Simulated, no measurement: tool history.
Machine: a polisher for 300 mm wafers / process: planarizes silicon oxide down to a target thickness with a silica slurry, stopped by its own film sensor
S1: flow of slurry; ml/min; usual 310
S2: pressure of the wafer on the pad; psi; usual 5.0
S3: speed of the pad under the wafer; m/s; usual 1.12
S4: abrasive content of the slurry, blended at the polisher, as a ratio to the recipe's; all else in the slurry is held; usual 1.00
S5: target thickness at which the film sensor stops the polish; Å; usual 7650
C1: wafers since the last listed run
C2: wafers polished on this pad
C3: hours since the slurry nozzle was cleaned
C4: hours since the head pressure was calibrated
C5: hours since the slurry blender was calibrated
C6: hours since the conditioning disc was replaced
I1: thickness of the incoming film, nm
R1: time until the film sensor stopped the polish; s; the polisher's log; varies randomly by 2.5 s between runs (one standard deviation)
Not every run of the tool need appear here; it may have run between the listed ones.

{"run": 1, "hour": 0.0, "S1": 310, "S2": 5.0, "S3": 1.12, "S4": 1.0, "S5": 7650, "C1": 0, "C2": 381, "C3": 410.4, "C4": 1090.2, "C5": 209.5, "C6": 368.6, "I1": 1293.7, "R1": 136.8}
{"run": 2, "hour": 7.9, "S1": 350, "S2": 5.0, "S3": 1.12, "S4": 1.0, "S5": 7650, "C1": 71, "C2": 452, "C3": 418.3, "C4": 1098.1, "C5": 217.4, "C6": 376.5, "I1": 1313.7, "R1": 137.1}
{"run": 3, "hour": 20.6, "S1": 350, "S2": 5.0, "S3": 1.12, "S4": 1.0, "S5": 7650, "C1": 114, "C2": 567, "C3": 431.0, "C4": 1110.8, "C5": 230.1, "C6": 389.2, "I1": 1273.3, "R1": 128.6}
{"run": 4, "hour": 36.8, "S1": 350, "S2": 5.0, "S3": 1.12, "S4": 1.0, "S5": 7650, "C1": 145, "C2": 712, "C3": 447.2, "C4": 1127.0, "C5": 246.3, "C6": 405.4, "I1": 1296.1, "R1": 132.2}
{"run": 5, "hour": 54.6, "S1": 310, "S2": 5.6, "S3": 1.36, "S4": 1.0, "S5": 7650, "C1": 160, "C2": 873, "C3": 465.0, "C4": 1144.8, "C5": 264.1, "C6": 423.2, "I1": 1295.6, "R1": 100.6}
{"run": 6, "hour": 62.7, "S1": 310, "S2": 5.6, "S3": 1.36, "S4": 1.0, "S5": 7650, "C1": 72, "C2": 945, "C3": 473.1, "C4": 1152.9, "C5": 272.2, "C6": 431.3, "I1": 1301.6, "R1": 102.9}
{"hour": 65.7, "done": "head pressure recalibrated"}
{"run": 7, "hour": 75.5, "S1": 240, "S2": 5.0, "S3": 0.94, "S4": 0.85, "S5": 7650, "C1": 97, "C2": 1043, "C3": 485.9, "C4": 9.8, "C5": 285.0, "C6": 444.1, "I1": 1289.2, "R1": 170.0}
{"run": 8, "hour": 92.0, "S1": 240, "S2": 5.0, "S3": 0.94, "S4": 0.85, "S5": 7650, "C1": 148, "C2": 1191, "C3": 502.4, "C4": 26.3, "C5": 301.5, "C6": 460.6, "I1": 1273.9, "R1": 163.4}
{"hour": 95.6, "done": "slurry blender recalibrated"}
{"run": 9, "hour": 100.9, "S1": 260, "S2": 5.0, "S3": 1.12, "S4": 1.0, "S5": 7650, "C1": 62, "C2": 1253, "C3": 511.3, "C4": 35.2, "C5": 5.3, "C6": 469.5, "I1": 1263.9, "R1": 127.1}
{"run": 10, "hour": 111.4, "S1": 280, "S2": 5.5, "S3": 1.12, "S4": 1.0, "S5": 7650, "C1": 94, "C2": 1348, "C3": 521.8, "C4": 45.7, "C5": 15.8, "C6": 480.0, "I1": 1312.9, "R1": 125.1}
{"run": 11, "hour": 121.8, "S1": 225, "S2": 5.0, "S3": 1.12, "S4": 1.0, "S5": 7650, "C1": 93, "C2": 1441, "C3": 532.2, "C4": 56.1, "C5": 26.2, "C6": 490.4, "I1": 1275.6, "R1": 131.6}
{"hour": 140.4, "done": "worn pad replaced by a new one"}
{"run": 12, "hour": 149.2, "S1": 215, "S2": 5.0, "S3": 1.12, "S4": 0.8, "S5": 8930, "C1": 210, "C2": 79, "C3": 559.6, "C4": 83.5, "C5": 53.6, "C6": 517.8, "I1": 1289.5, "R1": 118.6}
{"run": 13, "hour": 162.3, "S1": 310, "S2": 5.0, "S3": 1.12, "S4": 1.0, "S5": 7080, "C1": 117, "C2": 197, "C3": 572.7, "C4": 96.6, "C5": 66.7, "C6": 530.9, "I1": 1296.2, "R1": 151.3}
{"hour": 191.6, "done": "slurry nozzle cleaned"}
{"run": 14, "hour": 194.1, "S1": 310, "S2": 5.0, "S3": 1.12, "S4": 1.25, "S5": 9140, "C1": 277, "C2": 474, "C3": 2.5, "C4": 128.4, "C5": 98.5, "C6": 562.7, "I1": 1277.5, "R1": 82.9}
{"hour": 202.9, "done": "conditioning disc replaced and pad reconditioned"}
{"run": 15, "hour": 203.4, "S1": 310, "S2": 5.0, "S3": 1.12, "S4": 1.0, "S5": 8260, "C1": 65, "C2": 540, "C3": 11.8, "C4": 137.7, "C5": 107.8, "C6": 0.5, "I1": 1277.9, "R1": 115.1}
{"run": 16, "hour": 213.2, "S1": 310, "S2": 5.6, "S3": 0.76, "S4": 1.0, "S5": 7650, "C1": 88, "C2": 628, "C3": 21.6, "C4": 147.5, "C5": 117.6, "C6": 10.3, "I1": 1312.2, "R1": 171.0}
{"run": 17, "hour": 219.8, "S1": 310, "S2": 5.0, "S3": 1.12, "S4": 1.0, "S5": 7650, "C1": 59, "C2": 687, "C3": 28.2, "C4": 154.1, "C5": 124.2, "C6": 16.9, "I1": 1281.2, "R1": 136.3}
{"run": 18, "hour": 233.5, "S1": 310, "S2": 5.0, "S3": 0.96, "S4": 1.0, "S5": 9040, "C1": 123, "C2": 810, "C3": 41.9, "C4": 167.8, "C5": 137.9, "C6": 30.6, "I1": 1294.7, "R1": 111.5}
{"run": 19, "hour": 249.5, "S1": 310, "S2": 5.0, "S3": 1.12, "S4": 0.85, "S5": 7650, "C1": 143, "C2": 954, "C3": 57.9, "C4": 183.8, "C5": 153.9, "C6": 46.6, "I1": 1303.1, "R1": 148.7}
{"hour": 280.1, "done": "worn pad replaced by a new one"}
{"run": 20, "hour": 287.1, "S1": 310, "S2": 5.9, "S3": 1.12, "S4": 1.0, "S5": 8210, "C1": 302, "C2": 62, "C3": 95.5, "C4": 221.4, "C5": 191.5, "C6": 84.2, "I1": 1292.6, "R1": 99.1}
{"run": 21, "hour": 304.1, "S1": 220, "S2": 5.0, "S3": 1.12, "S4": 0.7, "S5": 6130, "C1": 152, "C2": 215, "C3": 112.5, "C4": 238.4, "C5": 208.5, "C6": 101.2, "I1": 1295.8, "R1": 221.1}
{"run": 22, "hour": 319.5, "S1": 310, "S2": 5.0, "S3": 0.82, "S4": 1.0, "S5": 8920, "C1": 138, "C2": 354, "C3": 127.9, "C4": 253.8, "C5": 223.9, "C6": 116.6, "I1": 1277.7, "R1": 121.9}
{"run": 23, "hour": 328.1, "S1": 310, "S2": 5.0, "S3": 1.12, "S4": 1.0, "S5": 7650, "C1": 77, "C2": 431, "C3": 136.5, "C4": 262.4, "C5": 232.5, "C6": 125.2, "I1": 1292.5, "R1": 130.6}
{"run": 24, "hour": 344.7, "S1": 240, "S2": 3.9, "S3": 0.86, "S4": 1.3, "S5": 7650, "C1": 149, "C2": 581, "C3": 153.1, "C4": 279.0, "C5": 249.1, "C6": 141.8, "I1": 1303.4, "R1": 198.5}
{"run": 25, "hour": 355.9, "S1": 310, "S2": 6.6, "S3": 1.46, "S4": 1.2, "S5": 7650, "C1": 100, "C2": 681, "C3": 164.3, "C4": 290.2, "C5": 260.3, "C6": 153.0, "I1": 1284.6, "R1": 77.2}

Hidden state at the last listed run before each entry between runs and at the first one after, where it differs:
Run 6 -> run 7: head pressure recalibrated (hour 65.7)
  the hidden state is the same at both runs
Run 8 -> run 9: slurry blender recalibrated (hour 95.6)
  the hidden state is the same at both runs
Run 11 -> run 12: worn pad replaced by a new one (hour 140.4)
  the hidden state is the same at both runs
Run 13 -> run 14: slurry nozzle cleaned (hour 191.6)
  the hidden state is the same at both runs
Run 14 -> run 15: conditioning disc replaced and pad reconditioned (hour 202.9)
  the hidden state is the same at both runs
Run 19 -> run 20: worn pad replaced by a new one (hour 280.1)
  the hidden state is the same at both runs

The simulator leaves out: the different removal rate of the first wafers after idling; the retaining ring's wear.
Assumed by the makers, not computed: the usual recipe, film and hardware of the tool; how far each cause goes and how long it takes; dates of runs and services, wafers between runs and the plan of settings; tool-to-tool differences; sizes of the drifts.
